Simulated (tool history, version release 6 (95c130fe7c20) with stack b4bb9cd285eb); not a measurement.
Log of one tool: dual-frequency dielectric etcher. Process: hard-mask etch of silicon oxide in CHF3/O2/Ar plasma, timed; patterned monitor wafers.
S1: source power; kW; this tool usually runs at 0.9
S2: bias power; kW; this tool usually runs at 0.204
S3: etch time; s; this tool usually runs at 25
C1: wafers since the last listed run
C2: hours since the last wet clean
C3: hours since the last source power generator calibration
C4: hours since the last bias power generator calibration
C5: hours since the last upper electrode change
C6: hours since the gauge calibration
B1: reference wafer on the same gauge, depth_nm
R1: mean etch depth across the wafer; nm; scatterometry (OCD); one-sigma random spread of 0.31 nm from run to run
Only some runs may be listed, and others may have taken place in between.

run 1 hour=0 | S1=0.9 S2=0.204 S3=25 | C1=0 C2=67.3 C3=3410.7 C4=1431.9 C5=4869.3 C6=9.4 | B1=55.4 | R1=55.6
run 2 hour=34.9 | S1=0.9 S2=0.204 S3=25 | C1=303 C2=102.2 C3=3445.6 C4=1466.8 C5=4904.2 C6=44.3 | B1=55.3 | R1=55.7
run 3 hour=52.5 | S1=0.9 S2=0.204 S3=25 | C1=153 C2=119.8 C3=3463.2 C4=1484.4 C5=4921.8 C6=61.9 | B1=55.4 | R1=55.7
run 4 hour=82.4 | S1=0.9 S2=0.204 S3=23 | C1=260 C2=149.7 C3=3493.1 C4=1514.3 C5=4951.7 C6=91.8 | B1=55.4 | R1=51
run 5 hour=114.5 | S1=0.9 S2=0.204 S3=23 | C1=279 C2=181.8 C3=3525.2 C4=1546.4 C5=4983.8 C6=123.9 | B1=55.4 | R1=50.8
-- hour=146.7 upper electrode replaced
run 6 hour=147.2 | S1=0.9 S2=0.204 S3=23 | C1=75 C2=214.5 C3=3557.9 C4=1579.1 C5=0.5 C6=156.6 | B1=55.4 | R1=51.3
run 7 hour=166.3 | S1=0.9 S2=0.217 S3=25 | C1=166 C2=233.6 C3=3577 C4=1598.2 C5=19.6 C6=175.7 | B1=55.4 | R1=56.9
-- hour=203.3 bias power generator calibrated
-- hour=250.8 source power generator calibrated
-- hour=252.6 wet clean of the chamber
run 8 hour=253.1 | S1=0.9 S2=0.233 S3=25 | C1=669 C2=0.5 C3=2.3 C4=49.8 C5=106.4 C6=262.5 | B1=55.3 | R1=57.5
run 9 hour=258 | S1=0.9 S2=0.204 S3=18.5 | C1=42 C2=5.4 C3=7.2 C4=54.7 C5=111.3 C6=267.4 | B1=55.4 | R1=41
run 10 hour=288.6 | S1=0.9 S2=0.233 S3=25 | C1=266 C2=36 C3=37.8 C4=85.3 C5=141.9 C6=298 | B1=55.4 | R1=57.7
run 11 hour=305.3 | S1=1.1 S2=0.153 S3=25 | C1=145 C2=52.7 C3=54.5 C4=102 C5=158.6 C6=314.7 | B1=55.4 | R1=56.8
-- hour=306.5 gauge calibrated
run 12 hour=334.7 | S1=1.1 S2=0.189 S3=18 | C1=255 C2=82.1 C3=83.9 C4=131.4 C5=188 C6=28.2 | B1=55.4 | R1=42.9
run 13 hour=352.4 | S1=0.9 S2=0.171 S3=25 | C1=153 C2=99.8 C3=101.6 C4=149.1 C5=205.7 C6=45.9 | B1=55.4 | R1=52.9
run 14 hour=374.8 | S1=1.01 S2=0.25 S3=30.5 | C1=194 C2=122.2 C3=124 C4=171.5 C5=228.1 C6=68.3 | B1=55.3 | R1=75.7
run 15 hour=390.2 | S1=0.9 S2=0.204 S3=21.5 | C1=133 C2=137.6 C3=139.4 C4=186.9 C5=243.5 C6=83.7 | B1=55.3 | R1=48.1

Hidden condition of the tool, last listed run before each entry between runs versus first listed run after:
In the gap between runs 5 and 6: upper electrode replaced (hour 146.7)
  nothing in the hidden state changes from one run to the other
In the gap between runs 7 and 8: bias power generator calibrated (hour 203.3); source power generator calibrated (hour 250.8); wet clean of the chamber (hour 252.6)
  nothing in the hidden state changes from one run to the other
In the gap between runs 11 and 12: gauge calibrated (hour 306.5)
  nothing in the hidden state changes from one run to the other
